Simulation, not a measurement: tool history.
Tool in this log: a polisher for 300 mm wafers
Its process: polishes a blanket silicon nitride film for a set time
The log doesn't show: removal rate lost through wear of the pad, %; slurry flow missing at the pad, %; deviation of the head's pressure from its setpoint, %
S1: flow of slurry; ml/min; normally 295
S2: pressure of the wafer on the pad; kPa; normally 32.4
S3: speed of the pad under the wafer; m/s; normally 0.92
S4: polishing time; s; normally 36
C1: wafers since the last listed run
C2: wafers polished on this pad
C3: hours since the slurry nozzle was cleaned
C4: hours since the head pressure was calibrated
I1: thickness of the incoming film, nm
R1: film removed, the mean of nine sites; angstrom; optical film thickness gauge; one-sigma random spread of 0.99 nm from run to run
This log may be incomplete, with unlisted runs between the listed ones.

run,hour,S1,S2,S3,S4,C1,C2,C3,C4,I1,R1
1,0.0,270,32.4,0.92,36,0,1046,268.0,642.6,579.8,652
2,19.9,270,32.4,0.92,36,237,1283,287.9,662.5,572.6,621
# hour 46.6: worn pad replaced by a new one
3,90.1,270,32.4,0.92,36,788,517,358.1,732.7,575.5,682
4,104.0,295,32.4,0.92,36,165,683,372.0,746.6,572.7,694
5,135.0,295,32.4,1.12,36,369,1052,403.0,777.6,583.2,763
6,169.7,295,32.4,1.12,36,413,1466,437.7,812.3,575.9,746
# hour 175.8: worn pad replaced by a new one, of another model than before
7,198.4,295,32.4,1.12,36,294,269,466.4,841.0,587.6,777
8,213.3,295,32.4,0.92,36,177,447,481.3,855.9,591.2,694
9,240.2,295,32.4,0.92,36,320,767,508.2,882.8,579.6,675
10,263.5,295,32.4,0.92,36,277,1045,531.5,906.1,591.4,656
# hour 282.6: worn pad replaced by a new one
11,294.6,295,32.4,0.92,36,322,142,562.6,937.2,579.3,707
12,308.9,295,32.4,0.92,36,170,312,576.9,951.5,586.0,695

For run 13, what comes out?
13,334.4,345,39.3,0.92,36,303,616,602.4,977.0,581.8,?

Logged for run 13: R1 774 angstrom.
On a tool with no hidden condition, and with the same random variation, this run would have come out at R1 821 angstrom.
